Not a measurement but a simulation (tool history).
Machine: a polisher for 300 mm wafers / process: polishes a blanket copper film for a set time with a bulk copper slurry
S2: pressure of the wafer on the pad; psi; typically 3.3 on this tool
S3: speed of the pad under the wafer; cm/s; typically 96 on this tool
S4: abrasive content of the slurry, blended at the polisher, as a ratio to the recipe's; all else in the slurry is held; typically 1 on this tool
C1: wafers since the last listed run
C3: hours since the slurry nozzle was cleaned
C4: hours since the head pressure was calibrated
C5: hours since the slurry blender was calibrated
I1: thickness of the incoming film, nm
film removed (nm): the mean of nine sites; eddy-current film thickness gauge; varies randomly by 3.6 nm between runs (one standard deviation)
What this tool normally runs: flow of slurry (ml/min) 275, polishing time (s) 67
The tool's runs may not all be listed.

run 1 day=0 | flow_of_slurry_(ml/min)=275 S2=3.3 S3=96 S4=1 polishing_time_(s)=67 | C1=0 wafers_polished_on_this_pad=58 C3=381.9 C4=368.1 C5=5.7 | I1=3304 | film_removed_(nm)=552.6
run 2 day=0.746 | flow_of_slurry_(ml/min)=275 S2=3.3 S3=96 S4=1 polishing_time_(s)=67 | C1=179 wafers_polished_on_this_pad=238 C3=399.8 C4=386 C5=23.6 | I1=3356.6 | film_removed_(nm)=533.2
run 3 day=1.342 | flow_of_slurry_(ml/min)=275 S2=3.3 S3=96 S4=1 polishing_time_(s)=67 | C1=143 wafers_polished_on_this_pad=382 C3=414.1 C4=400.3 C5=37.9 | I1=3293.8 | film_removed_(nm)=538
run 4 day=3.367 | flow_of_slurry_(ml/min)=275 S2=3.3 S3=96 S4=1 polishing_time_(s)=67 | C1=488 wafers_polished_on_this_pad=871 C3=462.7 C4=448.9 C5=86.5 | I1=3367.6 | film_removed_(nm)=523.8
run 5 day=4.062 | flow_of_slurry_(ml/min)=275 S2=3.3 S3=96 S4=0.9 polishing_time_(s)=67 | C1=167 wafers_polished_on_this_pad=1039 C3=479.4 C4=465.6 C5=103.2 | I1=3372.3 | film_removed_(nm)=509.3
-- day=4.558 worn pad replaced by a new one
run 6 day=5.025 | flow_of_slurry_(ml/min)=275 S2=3.3 S3=96 S4=0.9 polishing_time_(s)=67 | C1=192 wafers_polished_on_this_pad=112 C3=502.5 C4=488.7 C5=126.3 | I1=3305 | film_removed_(nm)=509.9
-- day=5.175 slurry blender recalibrated
-- day=5.338 slurry nozzle cleaned
run 7 day=6.062 | flow_of_slurry_(ml/min)=275 S2=3.3 S3=96 S4=0.9 polishing_time_(s)=67 | C1=220 wafers_polished_on_this_pad=332 C3=17.4 C4=513.6 C5=21.3 | I1=3302.1 | film_removed_(nm)=518.5
run 8 day=8.433 | flow_of_slurry_(ml/min)=275 S2=3.3 S3=96 S4=0.85 polishing_time_(s)=84 | C1=572 wafers_polished_on_this_pad=904 C3=74.3 C4=570.5 C5=78.2 | I1=3323.2 | film_removed_(nm)=638
-- day=9.479 worn pad replaced by a new one
-- day=10.388 slurry blender recalibrated
run 9 day=12.371 | flow_of_slurry_(ml/min)=275 S2=3.3 S3=96 S4=1 polishing_time_(s)=59 | C1=889 wafers_polished_on_this_pad=677 C3=168.8 C4=665 C5=47.6 | I1=3362.3 | film_removed_(nm)=456.7
run 10 day=13.325 | flow_of_slurry_(ml/min)=275 S2=3.3 S3=62 S4=0.9 polishing_time_(s)=67 | C1=230 wafers_polished_on_this_pad=907 C3=191.7 C4=687.9 C5=70.5 | I1=3333.9 | film_removed_(nm)=345.4
-- day=13.538 head pressure recalibrated
-- day=13.883 worn pad replaced by a new one
run 11 day=14.421 | flow_of_slurry_(ml/min)=275 S2=2.2 S3=114 S4=0.85 polishing_time_(s)=67 | C1=204 wafers_polished_on_this_pad=129 C3=218 C4=21.2 C5=96.8 | I1=3325.9 | film_removed_(nm)=432.5
run 12 day=15.571 | flow_of_slurry_(ml/min)=275 S2=3.8 S3=96 S4=1 polishing_time_(s)=48 | C1=277 wafers_polished_on_this_pad=406 C3=245.6 C4=48.8 C5=124.4 | I1=3311.7 | film_removed_(nm)=428.1
-- day=16.421 slurry blender recalibrated
run 13 day=16.733 | flow_of_slurry_(ml/min)=180 S2=3.3 S3=96 S4=1 polishing_time_(s)=67 | C1=260 wafers_polished_on_this_pad=667 C3=273.5 C4=76.7 C5=7.5 | I1=3327.3 | film_removed_(nm)=535.2
run 14 day=17.525 | flow_of_slurry_(ml/min)=275 S2=3.3 S3=96 S4=1 polishing_time_(s)=67 | C1=191 wafers_polished_on_this_pad=858 C3=292.5 C4=95.7 C5=26.5 | I1=3356.9 | film_removed_(nm)=538.8

Alternative continuations, all from the tool just after run 14; predict every row:
run A day=17.542 | flow_of_slurry_(ml/min)=275 S2=3.3 S3=96 S4=1 polishing_time_(s)=67 | C1=4 wafers_polished_on_this_pad=862 C3=292.9 C4=96.1 C5=26.9 | I1=3327.3 | film_removed_(nm)=?
run B day=17.542 | flow_of_slurry_(ml/min)=275 S2=2.8 S3=122 S4=1 polishing_time_(s)=67 | C1=4 wafers_polished_on_this_pad=862 C3=292.9 C4=96.1 C5=26.9 | I1=3327.3 | film_removed_(nm)=?
run C day=17.542 | flow_of_slurry_(ml/min)=275 S2=3.3 S3=96 S4=0.7 polishing_time_(s)=67 | C1=4 wafers_polished_on_this_pad=862 C3=292.9 C4=96.1 C5=26.9 | I1=3327.3 | film_removed_(nm)=?

run=A film_removed_(nm)=540.7
run=B film_removed_(nm)=585.9
run=C film_removed_(nm)=508.7
Had the tool no hidden state, the same runs would have come out as:
run=A film_removed_(nm)=573.1
run=B film_removed_(nm)=620.9
run=C film_removed_(nm)=538.6
